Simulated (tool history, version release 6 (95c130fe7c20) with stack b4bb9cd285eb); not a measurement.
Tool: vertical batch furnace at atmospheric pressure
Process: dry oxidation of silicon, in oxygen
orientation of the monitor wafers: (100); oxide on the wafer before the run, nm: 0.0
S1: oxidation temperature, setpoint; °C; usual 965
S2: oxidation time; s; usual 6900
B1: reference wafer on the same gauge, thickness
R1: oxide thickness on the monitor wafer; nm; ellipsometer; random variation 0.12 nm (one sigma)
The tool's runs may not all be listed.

Run 1, hour 0.0: usual settings but S2 5730 s; B1 52.50. Result: R1 54.52 nm.
Run 2, hour 44.5: usual settings but S2 5730 s; B1 52.49. Result: R1 54.49 nm.
Run 3, hour 136.7: usual settings but S2 5730 s; B1 52.50. Result: R1 54.47 nm.
Run 4, hour 173.2: usual settings; B1 52.50. Result: R1 62.33 nm.
Run 5, hour 243.5: usual settings; B1 52.51. Result: R1 62.13 nm.
Run 6, hour 298.9: usual settings; B1 52.51. Result: R1 62.26 nm.
Run 7, hour 405.3: usual settings; B1 52.49. Result: R1 62.24 nm.
Run 8, hour 474.4: usual settings; B1 52.50. Result: R1 62.35 nm.
At hour 553.6: boat lift adjusted.
Run 9, hour 563.6: usual settings but S1 979 °C, S2 5190 s; B1 52.50. Result: R1 58.59 nm.
At hour 600.0: gauge calibrated.
Run 10, hour 628.5: usual settings; B1 52.49. Result: R1 63.97 nm.
At hour 701.7: thermocouples replaced and temperature profile calibrated.
Run 11, hour 711.0: usual settings but S1 944 °C, S2 4530 s; B1 52.50. Result: R1 37.37 nm.
Run 12, hour 754.6: usual settings but S1 972 °C, S2 9450 s; B1 52.52. Result: R1 81.21 nm.
Run 13, hour 791.1: usual settings but S1 984 °C, S2 9360 s; B1 52.50. Result: R1 88.20 nm.
Run 14, hour 947.0: usual settings; B1 52.51. Result: R1 61.52 nm.
Run 15, hour 984.5: usual settings but S1 985 °C, S2 9870 s; B1 52.50. Result: R1 93.27 nm.
Run 16, hour 1069.6: usual settings but S1 944 °C; B1 52.50. Result: R1 50.80 nm.

4 ways to go on from here, each from the tool as it stands after run 16. What would each give?
Run A, hour 1075.1: usual settings; B1 ?. Result: R1 ?.
Run B, hour 1075.1: usual settings but S1 986 °C, S2 5280 s; B1 ?. Result: R1 ?.
Run C, hour 1075.1: usual settings but S1 942 °C, S2 9390 s; B1 ?. Result: R1 ?.
Run D, hour 1075.1: usual settings but S1 976 °C, S2 3840 s; B1 ?. Result: R1 ?.

run     B1     R1
  A  52.52  62.12
  B  52.52  61.04
  C  52.52  62.35
  D  52.52  45.23
Without the tool's hidden state the same runs would have given:
run     R1
  A  61.68
  B  60.53
  C  61.75
  D  44.92
